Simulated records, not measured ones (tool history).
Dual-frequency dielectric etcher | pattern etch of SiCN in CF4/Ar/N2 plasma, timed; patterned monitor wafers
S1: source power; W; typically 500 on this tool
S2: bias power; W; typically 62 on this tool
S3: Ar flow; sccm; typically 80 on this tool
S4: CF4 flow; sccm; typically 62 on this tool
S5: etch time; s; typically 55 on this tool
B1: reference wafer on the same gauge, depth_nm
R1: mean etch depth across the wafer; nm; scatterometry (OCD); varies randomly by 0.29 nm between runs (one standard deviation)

{"run": 1, "day": 0.0, "S1": 500, "S2": 62, "S3": 80, "S4": 62, "S5": 55, "B1": 46.9, "R1": 46.5}
{"run": 2, "day": 2.292, "S1": 500, "S2": 62, "S3": 80, "S4": 62, "S5": 55, "B1": 46.9, "R1": 46.4}
{"run": 3, "day": 3.671, "S1": 500, "S2": 62, "S3": 80, "S4": 62, "S5": 55, "B1": 46.9, "R1": 46.9}
{"run": 4, "day": 5.517, "S1": 500, "S2": 62, "S3": 80, "S4": 62, "S5": 55, "B1": 46.8, "R1": 46.4}
{"run": 5, "day": 7.183, "S1": 500, "S2": 62, "S3": 80, "S4": 62, "S5": 55, "B1": 46.7, "R1": 45.9}
{"run": 6, "day": 8.271, "S1": 500, "S2": 62, "S3": 80, "S4": 62, "S5": 55, "B1": 46.6, "R1": 46.7}
{"run": 7, "day": 10.517, "S1": 500, "S2": 62, "S3": 80, "S4": 62, "S5": 55, "B1": 46.6, "R1": 46.4}
{"day": 11.483, "done": "CF4 flow controller replaced"}
{"day": 12.15, "done": "source power generator calibrated"}
{"day": 12.821, "done": "wet clean of the chamber"}
{"run": 8, "day": 12.958, "S1": 500, "S2": 62, "S3": 80, "S4": 62, "S5": 55, "B1": 46.7, "R1": 46.3}
{"run": 9, "day": 14.408, "S1": 500, "S2": 62, "S3": 80, "S4": 62, "S5": 55, "B1": 46.6, "R1": 46}
{"day": 15.288, "done": "bias power generator calibrated"}
{"run": 10, "day": 17.321, "S1": 500, "S2": 62, "S3": 80, "S4": 66, "S5": 44, "B1": 46.6, "R1": 37.4}
{"run": 11, "day": 22.646, "S1": 500, "S2": 62, "S3": 80, "S4": 62, "S5": 55, "B1": 46.6, "R1": 46.1}
{"day": 25.738, "done": "upper electrode replaced"}
{"run": 12, "day": 25.758, "S1": 500, "S2": 62, "S3": 80, "S4": 62, "S5": 70, "B1": 46.5, "R1": 58.9}
{"run": 13, "day": 27.583, "S1": 500, "S2": 70, "S3": 80, "S4": 62, "S5": 55, "B1": 46.4, "R1": 47.9}
{"day": 29.238, "done": "wet clean of the chamber"}
{"run": 14, "day": 29.467, "S1": 500, "S2": 62, "S3": 80, "S4": 62, "S5": 55, "B1": 46.4, "R1": 46.3}
{"day": 30.379, "done": "Ar flow controller replaced"}
{"run": 15, "day": 32.371, "S1": 500, "S2": 74, "S3": 68, "S4": 62, "S5": 55, "B1": 46.4, "R1": 50.8}
{"day": 32.417, "done": "gauge calibrated"}
{"run": 16, "day": 35.233, "S1": 500, "S2": 73, "S3": 80, "S4": 62, "S5": 64.5, "B1": 48.5, "R1": 60.1}
{"run": 17, "day": 36.625, "S1": 500, "S2": 62, "S3": 80, "S4": 62, "S5": 55, "B1": 48.4, "R1": 47.7}
{"run": 18, "day": 40.021, "S1": 500, "S2": 62, "S3": 80, "S4": 62, "S5": 55, "B1": 48.1, "R1": 47.7}
{"run": 19, "day": 41.312, "S1": 560, "S2": 56, "S3": 80, "S4": 69, "S5": 46, "B1": 48, "R1": 42.1}
{"run": 20, "day": 43.567, "S1": 500, "S2": 52, "S3": 80, "S4": 62, "S5": 55, "B1": 47.8, "R1": 44.5}
{"day": 45.875, "done": "wet clean of the chamber"}
{"run": 21, "day": 48.846, "S1": 460, "S2": 56, "S3": 70, "S4": 70, "S5": 55, "B1": 47.5, "R1": 44.2}

What would each run have given without the hidden state, its run-to-run variation left as it was?
Unlogged tool condition in this case: etch rate over this chamber's usual, %; source power that arrives over what is set, %; bias power that arrives over what is set, %; Ar flow that arrives over what is set, %; CF4 flow that arrives over what is set, %; gauge reads high (%).
run=1 R1=48.5
run=2 R1=48.4
run=3 R1=48.9
run=4 R1=48.5
run=5 R1=48
run=6 R1=48.9
run=7 R1=48.6
run=8 R1=48.5
run=9 R1=48.3
run=10 R1=39.2
run=11 R1=48.5
run=12 R1=62
run=13 R1=50.4
run=14 R1=48.8
run=15 R1=53.5
run=16 R1=60.6
run=17 R1=48.2
run=18 R1=48.6
run=19 R1=43
run=20 R1=45.5
run=21 R1=45.5
